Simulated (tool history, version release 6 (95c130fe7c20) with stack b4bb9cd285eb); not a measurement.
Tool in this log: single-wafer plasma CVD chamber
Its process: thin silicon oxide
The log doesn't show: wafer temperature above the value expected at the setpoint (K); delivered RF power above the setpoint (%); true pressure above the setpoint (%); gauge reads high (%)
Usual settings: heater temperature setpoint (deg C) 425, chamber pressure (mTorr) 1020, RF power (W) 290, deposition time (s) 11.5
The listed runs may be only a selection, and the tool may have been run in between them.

| run | hour | heater temperature setpoint (deg C) | chamber pressure (mTorr) | RF power (W) | deposition time (s) | wafers since the last listed run | hours since the last thermocouple change | hours since the last RF generator calibration | hours since the last manometer calibration | hours since the showerhead was replaced | hours since the gauge calibration | read-back reference wafer on the same gauge, thickness_nm | mean film thickness on the monitor wafer (angstrom) |
|---|---|---|---|---|---|---|---|---|---|---|---|---|---|
| 1 | 0 | 425 | 1020 | 290 | 11.5 | 0 | 1590 | 225.4 | 1681.1 | 5566.8 | 794.9 | 25.608 | 238.72 |
| 2 | 72.5 | 425 | 1020 | 290 | 11.5 | 2814 | 1662.5 | 297.9 | 1753.6 | 5639.3 | 867.4 | 25.591 | 238.58 |
| 3 | 154.6 | 425 | 1020 | 290 | 11.5 | 3187 | 1744.6 | 380 | 1835.7 | 5721.4 | 949.5 | 25.532 | 241.55 |
| 4 | 259.9 | 433 | 1020 | 290 | 11.5 | 4087 | 1849.9 | 485.3 | 1941 | 5826.7 | 1054.8 | 25.494 | 237.28 |
| 5 | 319.8 | 416 | 1020 | 290 | 11.5 | 2325 | 1909.8 | 545.2 | 2000.9 | 5886.6 | 1114.7 | 25.376 | 237.2 |
| 6 | 371 | 425 | 1020 | 290 | 11.5 | 1987 | 1961 | 596.4 | 2052.1 | 5937.8 | 1165.9 | 25.425 | 237.11 |
|  | 464.8 | capacitance manometer re-zeroed and calibrated |
| 7 | 688.6 | 425 | 1020 | 290 | 11.5 | 12019 | 2278.6 | 914 | 223.8 | 6255.4 | 1483.5 | 25.104 | 235.9 |
|  | 699.8 | RF generator calibrated |
| 8 | 764.9 | 425 | 1020 | 290 | 11.5 | 2651 | 2354.9 | 65.1 | 300.1 | 6331.7 | 1559.8 | 25.018 | 233.71 |
| 9 | 819.2 | 414 | 1020 | 290 | 11.5 | 2108 | 2409.2 | 119.4 | 354.4 | 6386 | 1614.1 | 24.897 | 233.95 |
|  | 824.4 | gauge calibrated |
| 10 | 917.1 | 437 | 1020 | 290 | 11.5 | 3800 | 2507.1 | 217.3 | 452.3 | 6483.9 | 92.7 | 25.749 | 235.31 |
|  | 965.7 | showerhead replaced |
| 11 | 989.5 | 439 | 930 | 235 | 11.5 | 2500 | 2579.5 | 289.7 | 524.7 | 23.8 | 165.1 | 25.72 | 181.54 |
|  | 1051 | thermocouple changed; heater temperature recalibrated |
| 12 | 1091 | 425 | 1240 | 270 | 11.5 | 3629 | 40 | 391.2 | 626.2 | 125.3 | 266.6 | 25.728 | 264.19 |
| 13 | 1148.3 | 416 | 1020 | 290 | 11.5 | 2224 | 97.3 | 448.5 | 683.5 | 182.6 | 323.9 | 25.703 | 242.94 |
| 14 | 1194.4 | 425 | 1020 | 290 | 11.5 | 1789 | 143.4 | 494.6 | 729.6 | 228.7 | 370 | 25.646 | 238.11 |
| 15 | 1500.5 | 425 | 1020 | 325 | 11.5 | 11883 | 449.5 | 800.7 | 1035.7 | 534.8 | 676.1 | 25.634 | 254.89 |

Branching from run 15: 5 alternative next runs. What would each branch give?
| A | 1500.9 | 425 | 1020 | 290 | 11.5 | 15 | 449.9 | 801.1 | 1036.1 | 535.2 | 676.5 | ? | ? |
| B | 1500.9 | 438 | 1020 | 250 | 11.5 | 15 | 449.9 | 801.1 | 1036.1 | 535.2 | 676.5 | ? | ? |
| C | 1500.9 | 425 | 850 | 235 | 9.5 | 15 | 449.9 | 801.1 | 1036.1 | 535.2 | 676.5 | ? | ? |
| D | 1500.9 | 425 | 1020 | 290 | 10.8 | 15 | 449.9 | 801.1 | 1036.1 | 535.2 | 676.5 | ? | ? |
| E | 1500.9 | 425 | 850 | 290 | 11.5 | 15 | 449.9 | 801.1 | 1036.1 | 535.2 | 676.5 | ? | ? |

| run | read-back reference wafer on the same gauge, thickness_nm | mean film thickness on the monitor wafer (angstrom) |
|---|---|---|
| A | 25.635 | 237.55 |
| B | 25.635 | 210.34 |
| C | 25.635 | 132.12 |
| D | 25.635 | 223.13 |
| E | 25.635 | 188.85 |
Without the tool's hidden state the same runs would have given:
| run | mean film thickness on the monitor wafer (angstrom) |
|---|---|
| A | 238.55 |
| B | 211.22 |
| C | 132.67 |
| D | 224.08 |
| E | 189.65 |

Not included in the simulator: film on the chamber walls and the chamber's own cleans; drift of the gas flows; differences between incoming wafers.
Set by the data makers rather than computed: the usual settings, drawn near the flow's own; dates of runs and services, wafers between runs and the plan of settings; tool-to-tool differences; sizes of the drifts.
